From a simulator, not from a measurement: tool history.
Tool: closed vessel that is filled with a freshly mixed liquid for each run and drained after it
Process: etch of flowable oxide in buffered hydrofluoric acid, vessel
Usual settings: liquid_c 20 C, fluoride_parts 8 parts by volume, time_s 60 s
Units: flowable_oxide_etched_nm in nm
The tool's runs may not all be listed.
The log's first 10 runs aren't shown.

run,hour,liquid_c,fluoride_parts,time_s,wafers since the last listed run,hours since the thermometer was replaced,hours since the hydrofluoric acid flow meter was replaced,hours since the gauge calibration,"read-back film thickness of the flowable oxide reference wafer, read on the same gauge (nm)",flowable_oxide_etched_nm
11,275.5,20,8,60,6391,1647.4,425.3,223.2,110,333.2
12,305.7,20,8,60,2458,1677.6,455.5,253.4,110,335.17
13,334.2,20,8,60,2320,1706.1,484,281.9,110.01,338.61
14,359.4,20,8,60,2051,1731.3,509.2,307.1,110,335.17
# hour 370.9: hydrofluoric acid flow meter replaced
15,376.1,20,8,60,1278,1748,5.2,323.8,110.01,337.37
16,403.3,24,5.5,95,2214,1775.2,32.4,351,110,938.76
17,419.3,20,8,60,1302,1791.2,48.4,367,110,338.38
18,436.7,20,8,60,1416,1808.6,65.8,384.4,110,338.74
19,455.8,20,6.5,60,1555,1827.7,84.9,403.5,109.99,415.64
20,482,21.5,8,50,2133,1853.9,111.1,429.7,109.99,306.21
# hour 502.5: thermometer replaced
21,503,17.5,8,60,1628,0.5,132.1,450.7,109.98,292.56
22,555.5,17,6.5,75,4274,53,184.6,503.2,110,439.59
23,590.6,20,10,70,2857,88.1,219.7,538.3,109.98,323.07
24,608.6,17.5,5.5,70,1465,106.1,237.7,556.3,110.01,487.43
25,627.4,23.5,6.5,70,1530,124.9,256.5,575.1,110,590.15
26,654.3,20,8,60,2190,151.8,283.4,602,109.99,336.78
27,681.4,20,8,80,2206,178.9,310.5,629.1,110.02,454.61
# hour 699.3: gauge calibrated
28,772.5,20,11,45,7417,270,401.6,73.2,110.02,189.4
29,791.4,18.5,7,60,1538,288.9,420.5,92.1,110.01,359.77

Forecast run 30:
30,817.2,21.5,10.5,70,2100,314.7,446.3,117.9,?,?

read-back film thickness of the flowable oxide reference wafer, read on the same gauge (nm): 110.02
flowable_oxide_etched_nm: 333.95 nm
Without the tool's hidden state the same run would have given flowable_oxide_etched_nm 333.95 nm.
